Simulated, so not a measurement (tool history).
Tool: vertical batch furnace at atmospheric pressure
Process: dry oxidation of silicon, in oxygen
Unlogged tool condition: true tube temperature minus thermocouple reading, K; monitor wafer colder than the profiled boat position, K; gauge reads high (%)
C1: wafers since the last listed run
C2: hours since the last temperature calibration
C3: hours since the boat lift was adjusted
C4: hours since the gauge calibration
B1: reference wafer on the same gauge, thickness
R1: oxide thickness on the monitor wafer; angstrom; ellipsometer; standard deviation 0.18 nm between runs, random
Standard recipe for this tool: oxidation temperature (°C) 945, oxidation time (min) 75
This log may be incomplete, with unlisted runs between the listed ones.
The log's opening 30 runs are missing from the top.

run 31 hour=1429.8 | oxidation_temperature_(°C)=922 oxidation_time_(min)=75 | C1=539 C2=992.3 C3=108.3 C4=878.3 | B1=81.79 | R1=651.7
run 32 hour=1462.2 | oxidation_temperature_(°C)=938 oxidation_time_(min)=101 | C1=374 C2=1024.7 C3=140.7 C4=910.7 | B1=81.74 | R1=792.7
run 33 hour=1511 | oxidation_temperature_(°C)=945 oxidation_time_(min)=109.5 | C1=563 C2=1073.5 C3=189.5 C4=959.5 | B1=81.74 | R1=847
run 34 hour=1569.4 | oxidation_temperature_(°C)=960 oxidation_time_(min)=88.5 | C1=674 C2=1131.9 C3=247.9 C4=1017.9 | B1=81.61 | R1=832.9
run 35 hour=1619.8 | oxidation_temperature_(°C)=945 oxidation_time_(min)=75 | C1=582 C2=1182.3 C3=298.3 C4=1068.3 | B1=81.58 | R1=721.2
run 36 hour=1686.1 | oxidation_temperature_(°C)=921 oxidation_time_(min)=75 | C1=765 C2=1248.6 C3=364.6 C4=1134.6 | B1=81.7 | R1=646.5
run 37 hour=1723 | oxidation_temperature_(°C)=945 oxidation_time_(min)=75 | C1=426 C2=1285.5 C3=401.5 C4=1171.5 | B1=81.77 | R1=725.4
run 38 hour=1782.1 | oxidation_temperature_(°C)=953 oxidation_time_(min)=75 | C1=682 C2=1344.6 C3=460.6 C4=1230.6 | B1=81.82 | R1=747.4

Predict each of these 5 candidate next runs independently; none follows another, all start after run 38:
run A hour=1786.3 | oxidation_temperature_(°C)=926 oxidation_time_(min)=75 | C1=48 C2=1348.8 C3=464.8 C4=1234.8 | B1=? | R1=?
run B hour=1786.3 | oxidation_temperature_(°C)=969 oxidation_time_(min)=75 | C1=48 C2=1348.8 C3=464.8 C4=1234.8 | B1=? | R1=?
run C hour=1786.3 | oxidation_temperature_(°C)=964 oxidation_time_(min)=49 | C1=48 C2=1348.8 C3=464.8 C4=1234.8 | B1=? | R1=?
run D hour=1786.3 | oxidation_temperature_(°C)=923 oxidation_time_(min)=97 | C1=48 C2=1348.8 C3=464.8 C4=1234.8 | B1=? | R1=?
run E hour=1786.3 | oxidation_temperature_(°C)=937 oxidation_time_(min)=40.5 | C1=48 C2=1348.8 C3=464.8 C4=1234.8 | B1=? | R1=?

run=A B1=81.7 R1=661.9
run=B B1=81.7 R1=808.4
run=C B1=81.7 R1=667.5
run=D B1=81.7 R1=718.4
run=E B1=81.7 R1=568.1
Stripped of hidden state, with their random variation kept, the same runs would have yielded:
run=A R1=665.4
run=B R1=812.7
run=C R1=670.5
run=D R1=722.6
run=E R1=570.1
